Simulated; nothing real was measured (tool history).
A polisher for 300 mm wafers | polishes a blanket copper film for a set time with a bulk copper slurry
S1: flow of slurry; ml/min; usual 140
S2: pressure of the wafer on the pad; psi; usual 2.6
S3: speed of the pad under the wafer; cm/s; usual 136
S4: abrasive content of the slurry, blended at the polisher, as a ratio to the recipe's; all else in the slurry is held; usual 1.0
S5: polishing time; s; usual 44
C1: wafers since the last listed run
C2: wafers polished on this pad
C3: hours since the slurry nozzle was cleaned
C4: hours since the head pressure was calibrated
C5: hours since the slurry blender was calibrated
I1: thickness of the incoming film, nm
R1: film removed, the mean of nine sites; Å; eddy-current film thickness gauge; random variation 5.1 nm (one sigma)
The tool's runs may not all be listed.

| run | hour | S1 | S2 | S3 | S4 | S5 | C1 | C2 | C3 | C4 | C5 | I1 | R1 |
|---|---|---|---|---|---|---|---|---|---|---|---|---|---|
| 1 | 0.0 | 140 | 2.6 | 136 | 1.0 | 44 | 0 | 1272 | 299.1 | 95.4 | 137.7 | 3862.5 | 5229 |
|  | 12.6 | slurry blender recalibrated |
|  | 24.8 | worn pad replaced by a new one |
| 2 | 52.0 | 140 | 2.6 | 136 | 1.0 | 44 | 481 | 284 | 351.1 | 147.4 | 39.4 | 3918.5 | 5264 |
| 3 | 99.8 | 140 | 2.6 | 136 | 1.0 | 44 | 499 | 783 | 398.9 | 195.2 | 87.2 | 3952.7 | 5373 |
|  | 121.3 | slurry nozzle cleaned |
| 4 | 142.8 | 140 | 2.6 | 136 | 1.0 | 44 | 439 | 1223 | 21.5 | 238.2 | 130.2 | 3891.5 | 5286 |
|  | 164.4 | worn pad replaced by a new one |
|  | 174.3 | slurry blender recalibrated |
| 5 | 174.8 | 115 | 2.8 | 136 | 1.0 | 44 | 271 | 87 | 53.5 | 270.2 | 0.5 | 3890.2 | 5580 |
| 6 | 202.6 | 115 | 2.8 | 136 | 1.0 | 44 | 290 | 378 | 81.3 | 298.0 | 28.3 | 3879.8 | 5527 |
| 7 | 257.2 | 140 | 2.6 | 136 | 1.0 | 44 | 570 | 949 | 135.9 | 352.6 | 82.9 | 3900.7 | 5270 |
| 8 | 287.3 | 140 | 2.6 | 136 | 1.0 | 44 | 314 | 1263 | 166.0 | 382.7 | 113.0 | 3975.2 | 5379 |
|  | 314.9 | head pressure recalibrated |
|  | 329.8 | worn pad replaced by a new one |
| 9 | 330.5 | 140 | 3.0 | 136 | 1.0 | 44 | 389 | 7 | 209.2 | 15.6 | 156.2 | 3850.4 | 6130 |
|  | 351.7 | slurry blender recalibrated |
| 10 | 393.1 | 140 | 2.6 | 136 | 1.0 | 44 | 633 | 640 | 271.8 | 78.2 | 41.4 | 3912.4 | 5235 |
| 11 | 443.1 | 110 | 2.6 | 108 | 1.0 | 57 | 522 | 1163 | 321.8 | 128.2 | 91.4 | 3851.9 | 5266 |
|  | 477.6 | worn pad replaced by a new one |
| 12 | 495.1 | 140 | 2.6 | 124 | 1.0 | 44 | 501 | 183 | 373.8 | 180.2 | 143.4 | 3992.2 | 4844 |
|  | 512.0 | slurry blender recalibrated |
|  | 545.1 | slurry nozzle cleaned |
| 13 | 559.7 | 140 | 2.6 | 152 | 1.0 | 44 | 644 | 827 | 14.6 | 244.8 | 47.7 | 3871.1 | 6032 |
| 14 | 625.8 | 140 | 3.1 | 124 | 1.1 | 44 | 691 | 1518 | 80.7 | 310.9 | 113.8 | 3838.6 | 5969 |
|  | 639.1 | worn pad replaced by a new one |
| 15 | 671.8 | 140 | 3.1 | 124 | 1.1 | 44 | 439 | 341 | 126.7 | 356.9 | 159.8 | 3892.9 | 6019 |

Run 16 comes next. What will it give?
|  | 682.3 | slurry blender recalibrated |
|  | 693.2 | head pressure recalibrated |
| 16 | 708.7 | 140 | 2.6 | 136 | 1.0 | 44 | 344 | 686 | 163.6 | 15.5 | 26.4 | 3924.6 | ? |

R1: 5294 Å
Without the tool's hidden state the same run would have given R1 5302 Å.

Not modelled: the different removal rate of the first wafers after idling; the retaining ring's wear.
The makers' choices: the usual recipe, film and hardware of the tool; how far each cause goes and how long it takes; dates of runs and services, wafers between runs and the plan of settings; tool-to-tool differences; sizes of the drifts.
